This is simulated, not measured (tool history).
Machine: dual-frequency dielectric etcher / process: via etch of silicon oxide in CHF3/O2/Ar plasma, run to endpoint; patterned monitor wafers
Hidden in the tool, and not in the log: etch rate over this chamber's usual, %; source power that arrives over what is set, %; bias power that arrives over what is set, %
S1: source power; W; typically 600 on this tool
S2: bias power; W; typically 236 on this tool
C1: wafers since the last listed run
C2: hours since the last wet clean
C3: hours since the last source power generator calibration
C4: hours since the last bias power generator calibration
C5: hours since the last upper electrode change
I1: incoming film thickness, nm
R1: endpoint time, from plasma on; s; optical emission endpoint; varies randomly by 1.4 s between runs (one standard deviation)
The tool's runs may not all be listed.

run 1 hour=0.0 | S1=600 S2=236 | C1=0 C2=214.6 C3=3977.1 C4=3793.0 C5=4148.7 | I1=772.1 | R1=343.9
run 2 hour=88.1 | S1=600 S2=236 | C1=312 C2=302.7 C3=4065.2 C4=3881.1 C5=4236.8 | I1=786.2 | R1=356.0
-- hour=147.8 wet clean of the chamber
run 3 hour=148.3 | S1=600 S2=236 | C1=128 C2=0.5 C3=4125.4 C4=3941.3 C5=4297.0 | I1=781.1 | R1=343.8
run 4 hour=236.5 | S1=690 S2=236 | C1=312 C2=88.7 C3=4213.6 C4=4029.5 C5=4385.2 | I1=774.0 | R1=333.5
run 5 hour=302.2 | S1=690 S2=236 | C1=232 C2=154.4 C3=4279.3 C4=4095.2 C5=4450.9 | I1=777.5 | R1=334.3
run 6 hour=394.0 | S1=690 S2=236 | C1=325 C2=246.2 C3=4371.1 C4=4187.0 C5=4542.7 | I1=779.8 | R1=339.6
run 7 hour=437.6 | S1=520 S2=236 | C1=154 C2=289.8 C3=4414.7 C4=4230.6 C5=4586.3 | I1=786.0 | R1=368.9
-- hour=549.4 wet clean of the chamber
run 8 hour=549.9 | S1=520 S2=236 | C1=313 C2=0.5 C3=4527.0 C4=4342.9 C5=4698.6 | I1=784.5 | R1=357.8
run 9 hour=587.5 | S1=650 S2=236 | C1=133 C2=38.1 C3=4564.6 C4=4380.5 C5=4736.2 | I1=782.2 | R1=334.6
run 10 hour=647.1 | S1=650 S2=236 | C1=211 C2=97.7 C3=4624.2 C4=4440.1 C5=4795.8 | I1=777.9 | R1=337.5
run 11 hour=730.6 | S1=650 S2=236 | C1=296 C2=181.2 C3=4707.7 C4=4523.6 C5=4879.3 | I1=785.8 | R1=342.0
run 12 hour=769.9 | S1=680 S2=202 | C1=139 C2=220.5 C3=4747.0 C4=4562.9 C5=4918.6 | I1=776.0 | R1=362.3
-- hour=797.5 source power generator calibrated
run 13 hour=812.8 | S1=680 S2=202 | C1=137 C2=263.4 C3=15.3 C4=4605.8 C5=4961.5 | I1=779.2 | R1=367.4
-- hour=868.8 upper electrode replaced
-- hour=918.1 wet clean of the chamber
run 14 hour=918.6 | S1=600 S2=258 | C1=204 C2=0.5 C3=121.1 C4=4711.6 C5=49.8 | I1=786.7 | R1=331.2
-- hour=1001.4 bias power generator calibrated
run 15 hour=1006.8 | S1=650 S2=236 | C1=298 C2=88.7 C3=209.3 C4=5.4 C5=138.0 | I1=770.0 | R1=335.3
run 16 hour=1069.9 | S1=710 S2=267 | C1=223 C2=151.8 C3=272.4 C4=68.5 C5=201.1 | I1=786.2 | R1=316.7
run 17 hour=1166.5 | S1=600 S2=200 | C1=342 C2=248.4 C3=369.0 C4=165.1 C5=297.7 | I1=782.1 | R1=383.6
run 18 hour=1220.7 | S1=600 S2=194 | C1=192 C2=302.6 C3=423.2 C4=219.3 C5=351.9 | I1=784.8 | R1=394.4
run 19 hour=1293.9 | S1=720 S2=236 | C1=259 C2=375.8 C3=496.4 C4=292.5 C5=425.1 | I1=776.0 | R1=337.3
-- hour=1359.3 wet clean of the chamber
run 20 hour=1359.8 | S1=600 S2=236 | C1=148 C2=0.5 C3=562.3 C4=358.4 C5=491.0 | I1=771.9 | R1=341.1
run 21 hour=1446.2 | S1=600 S2=236 | C1=306 C2=86.9 C3=648.7 C4=444.8 C5=577.4 | I1=787.1 | R1=349.0
run 22 hour=1503.1 | S1=600 S2=280 | C1=201 C2=143.8 C3=705.6 C4=501.7 C5=634.3 | I1=777.8 | R1=320.8
run 23 hour=1562.9 | S1=650 S2=236 | C1=212 C2=203.6 C3=765.4 C4=561.5 C5=694.1 | I1=781.9 | R1=342.8
run 24 hour=1668.5 | S1=470 S2=207 | C1=374 C2=309.2 C3=871.0 C4=667.1 C5=799.7 | I1=786.9 | R1=409.3
run 25 hour=1706.2 | S1=600 S2=208 | C1=133 C2=346.9 C3=908.7 C4=704.8 C5=837.4 | I1=781.1 | R1=381.8
run 26 hour=1753.7 | S1=670 S2=188 | C1=168 C2=394.4 C3=956.2 C4=752.3 C5=884.9 | I1=789.5 | R1=389.0

Below are 4 alternative next runs, each starting from the tool's condition after run 26. Predict each:
run A hour=1754.2 | S1=600 S2=236 | C1=1 C2=394.9 C3=956.7 C4=752.8 C5=885.4 | I1=776.9 | R1=?
run B hour=1754.2 | S1=720 S2=263 | C1=1 C2=394.9 C3=956.7 C4=752.8 C5=885.4 | I1=776.9 | R1=?
run C hour=1754.2 | S1=600 S2=266 | C1=1 C2=394.9 C3=956.7 C4=752.8 C5=885.4 | I1=776.9 | R1=?
run D hour=1754.2 | S1=680 S2=236 | C1=1 C2=394.9 C3=956.7 C4=752.8 C5=885.4 | I1=776.9 | R1=?

run=A R1=355.1
run=B R1=319.9
run=C R1=334.8
run=D R1=342.8
What these runs would have given with no unlogged condition in the tool:
run=A R1=343.0
run=B R1=309.0
run=C R1=323.5
run=D R1=331.2
